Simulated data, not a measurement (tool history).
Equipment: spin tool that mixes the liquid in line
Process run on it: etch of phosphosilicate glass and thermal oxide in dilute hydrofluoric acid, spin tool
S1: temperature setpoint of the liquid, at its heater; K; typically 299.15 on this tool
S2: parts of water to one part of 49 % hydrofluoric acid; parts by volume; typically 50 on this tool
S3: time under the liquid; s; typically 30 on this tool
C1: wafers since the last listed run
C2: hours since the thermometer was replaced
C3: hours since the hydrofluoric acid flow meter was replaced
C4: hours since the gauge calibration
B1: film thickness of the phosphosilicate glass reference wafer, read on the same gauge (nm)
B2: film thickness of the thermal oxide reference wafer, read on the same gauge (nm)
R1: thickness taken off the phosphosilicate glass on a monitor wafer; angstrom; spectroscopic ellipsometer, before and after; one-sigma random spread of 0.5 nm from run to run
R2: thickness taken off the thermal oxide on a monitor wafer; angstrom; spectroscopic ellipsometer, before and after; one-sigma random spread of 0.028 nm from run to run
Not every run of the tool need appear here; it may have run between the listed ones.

run	day	S1	S2	S3	C1	C2	C3	C4	B1	B2	R1	R2
1	0	301.65	50	30	0	1472.8	0.5	2900.6	130.02	40.002	567.9	34.84
2	2.171	299.15	50	30	1007	1524.9	52.6	2952.7	129.97	40.001	506.6	30.98
3	5.075	299.15	50	30	1348	1594.6	122.3	3022.4	129.95	39.992	504	30.79
4	8.075	299.15	50	30	1392	1666.6	194.3	3094.4	129.99	40.013	505.6	30.78
5	10.533	299.15	70	30	1141	1725.6	253.3	3153.4	129.99	39.998	350.2	20.89
# day 14.017: gauge calibrated
6	14.317	299.15	45	30	1756	1816.4	344.1	7.2	130.02	39.992	551.8	34.31
7	17.704	299.15	50	30	1572	1897.7	425.4	88.5	130.01	40.016	495.7	30.18
8	19.5	297.65	65	25	833	1940.8	468.5	131.6	130	40.017	292.3	17.77
9	23.238	296.65	50	30	1735	2030.5	558.2	221.3	129.99	40	435.3	26.53
10	26.85	299.15	50	30	1677	2117.2	644.9	308	130.01	39.997	486.2	29.88
11	29.533	302.65	40	45	1245	2181.6	709.3	372.4	130.03	39.988	1054.4	64.19
12	33.838	304.15	70	20	1998	2284.9	812.6	475.7	130.01	40.008	270.1	16.35
# day 36.5: thermometer replaced
13	37.238	299.15	50	30	1559	17.7	894.2	557.3	129.99	39.971	522.9	31.59
14	41.246	299.15	50	30	1861	113.9	990.4	653.5	130.05	40.007	519.3	31.56
15	53.483	296.65	30	40	5682	407.6	1284.1	947.2	130.06	39.999	1021.8	62.47
16	56.104	299.15	50	35	1216	470.5	1347	1010.1	129.95	40.008	579.4	35.55
17	57.983	299.15	50	30	872	515.6	1392.1	1055.2	130.03	39.999	492.1	30.37
# day 58.112: hydrofluoric acid flow meter replaced
18	62.271	299.15	50	30	1971	618.5	99.8	1158.1	129.98	40.003	526.5	32.4
19	66.042	301.15	70	30	1750	709	190.3	1248.6	130.02	39.981	396.6	24.4
20	70.333	299.15	50	30	1992	812	293.3	1351.6	129.98	39.989	525.5	31.56
21	74.421	297.65	40	30	1897	910.1	391.4	1449.7	130.02	40.005	622.5	37.72
22	78.408	299.15	65	30	1851	1005.8	487.1	1545.4	129.98	40.001	382.9	23.75
23	81.533	295.15	45	15	1450	1080.8	562.1	1620.4	130	40.003	243.5	14.74
24	84.929	299.15	35	30	1576	1162.3	643.6	1701.9	130	40.002	742.9	44.2
25	87.833	299.15	50	25	1348	1232	713.3	1771.6	129.99	39.977	420.1	25.49

For run 26, what comes out?
26	90.396	303.65	60	45	1189	1293.5	774.8	1833.1	?	?	?	?

{"run 26": {"B1": 129.97, "B2": 39.998, "R1": 726.7, "R2": 44.4}}
Without the tool's hidden state the same run would have given R1 793.3 angstrom, R2 48.48 angstrom.

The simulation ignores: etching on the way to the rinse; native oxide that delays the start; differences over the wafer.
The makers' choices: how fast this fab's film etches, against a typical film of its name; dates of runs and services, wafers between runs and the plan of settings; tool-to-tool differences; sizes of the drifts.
